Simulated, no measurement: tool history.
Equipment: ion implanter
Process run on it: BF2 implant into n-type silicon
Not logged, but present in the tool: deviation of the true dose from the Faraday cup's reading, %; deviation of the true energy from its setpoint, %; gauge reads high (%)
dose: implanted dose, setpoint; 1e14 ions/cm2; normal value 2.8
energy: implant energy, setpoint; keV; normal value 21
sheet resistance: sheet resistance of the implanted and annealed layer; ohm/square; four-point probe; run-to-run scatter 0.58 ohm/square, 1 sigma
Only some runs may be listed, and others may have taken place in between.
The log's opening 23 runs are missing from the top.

run	day	dose	energy	wafers since the last listed run	hours since the last dose calibration	hours since the extraction supply was calibrated	hours since the gauge calibration	read-back reference wafer on the same gauge, sheet resistance	sheet resistance
24	79.821	3.1	15	1417	172.7	1542.8	750.5	380.91	373.31
25	82.083	2	24	817	227	1597.1	804.8	380.89	508.45
26	85.792	3.05	21	1339	316	1686.1	893.8	380.93	360.65
27	87.625	3.21	24.5	662	360	1730.1	937.8	380.99	339.87
28	90.358	2.8	24.5	987	425.6	1795.7	1003.4	380.83	381.73
29	93.146	2.8	21	1006	492.5	1862.6	1070.3	381.02	386.57
30	94.967	2.09	18.5	657	536.2	1906.3	1114	380.94	500.72
31	99.467	3.14	17.5	1625	644.2	2014.3	1222	380.95	359.97
32	102.262	2.8	21	1009	711.3	2081.4	1289.1	380.9	384.8
33	105.217	2.8	23.5	1066	782.2	2152.3	1360	381.05	381.7
34	107.517	2.8	27.5	830	837.4	2207.5	1415.2	381.04	377.88
35	110.683	3.14	27.5	1143	913.4	2283.5	1491.2	381.09	342.25
36	112.617	2.31	26	698	959.8	2329.9	1537.6	381.06	445.69

Predict each of these 5 candidate next runs independently; none follows another, all start after run 36:
A	112.633	2.8	17	6	960.2	2330.3	1538	?	?
B	112.633	3.33	23.5	6	960.2	2330.3	1538	?	?
C	112.633	2.22	14	6	960.2	2330.3	1538	?	?
D	112.633	3.35	14	6	960.2	2330.3	1538	?	?
E	112.633	2.8	14.5	6	960.2	2330.3	1538	?	?

run	read-back reference wafer on the same gauge, sheet resistance	sheet resistance
A	380.93	393.79
B	380.93	330.03
C	380.93	490.46
D	380.93	356.08
E	380.93	403.78
With no hidden state in the tool, these same runs would have given:
run	sheet resistance
A	394.92
B	330.99
C	491.94
D	356.97
E	404.9

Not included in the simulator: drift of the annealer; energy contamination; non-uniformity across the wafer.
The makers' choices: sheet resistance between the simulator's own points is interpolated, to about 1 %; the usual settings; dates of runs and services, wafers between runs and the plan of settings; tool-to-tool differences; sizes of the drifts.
